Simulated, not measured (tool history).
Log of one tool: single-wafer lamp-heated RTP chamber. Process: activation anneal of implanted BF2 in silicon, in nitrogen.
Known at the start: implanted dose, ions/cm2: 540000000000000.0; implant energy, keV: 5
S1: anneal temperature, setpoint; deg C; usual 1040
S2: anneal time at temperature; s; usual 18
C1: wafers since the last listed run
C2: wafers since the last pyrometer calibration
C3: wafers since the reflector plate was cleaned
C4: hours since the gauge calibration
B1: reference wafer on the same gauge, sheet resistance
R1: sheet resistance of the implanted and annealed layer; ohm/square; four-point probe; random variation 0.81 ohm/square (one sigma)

run	hour	S1	S2	C1	C2	C3	C4	B1	R1
1	0	1040	18	0	754	7614	1108.9	279.69	292.99
# hour 44.9: reflector plate cleaned
2	53.3	1040	18	659	1413	121	1162.2	280.12	293.36
3	88.1	1040	18	506	1919	628	1197	280.05	291.98
4	143.2	1040	18	801	2721	1429	1252.1	279.77	289.24
5	209.4	1040	18	963	3684	2393	1318.3	279.84	288.63
6	252.7	1040	21	630	4314	3023	1361.6	279.69	279
7	283.8	1040	21	452	4767	3475	1392.7	279.95	279.72
8	348.9	1040	18	947	5714	4422	1457.8	280.17	286.87
9	383.6	1040	18	504	6219	4927	1492.5	280.31	286.72
10	438.1	1040	18	792	7012	5720	1547	279.46	286.24
11	480.3	1040	18	614	7626	6334	1589.2	280.04	287.27
12	536.2	1040	18	813	8439	7148	1645.1	280.43	284.35
# hour 546.1: pyrometer window cleaned and pyrometer calibrated
13	570.4	1040	18	381	353	7529	1679.3	280.36	292.53
14	613.4	1040	18	625	979	8155	1722.3	279.88	291.14
15	669.5	1054	18	816	1795	8971	1778.4	279.9	267.78
# hour 700.1: reflector plate cleaned
16	808.6	1054	18	1907	3703	1578	1917.5	280.2	268.76
17	980	1054	18	2493	6197	4072	2088.9	280.2	265.35
18	1051.9	1050	15	1046	7243	5118	2160.8	280.14	279.12
# hour 1081.3: gauge calibrated
19	1081.7	1040	14	433	7677	5552	0.4	280.12	298.63
20	1120.8	1053	25	568	8246	6121	39.5	280.39	248.32
21	1152.5	1057	25	461	8707	6582	71.2	280.17	244.96
# hour 1175: pyrometer window cleaned and pyrometer calibrated
22	1222.3	1040	18	899	687	7481	141	280.44	292.95

Run 23 comes next. What will it give?
23	1286.4	1040	18	932	1620	8414	205.1	?	?

B1: 279.89
R1: 290.49 ohm/square
Without the tool's hidden state the same run would have given R1 299.14 ohm/square.
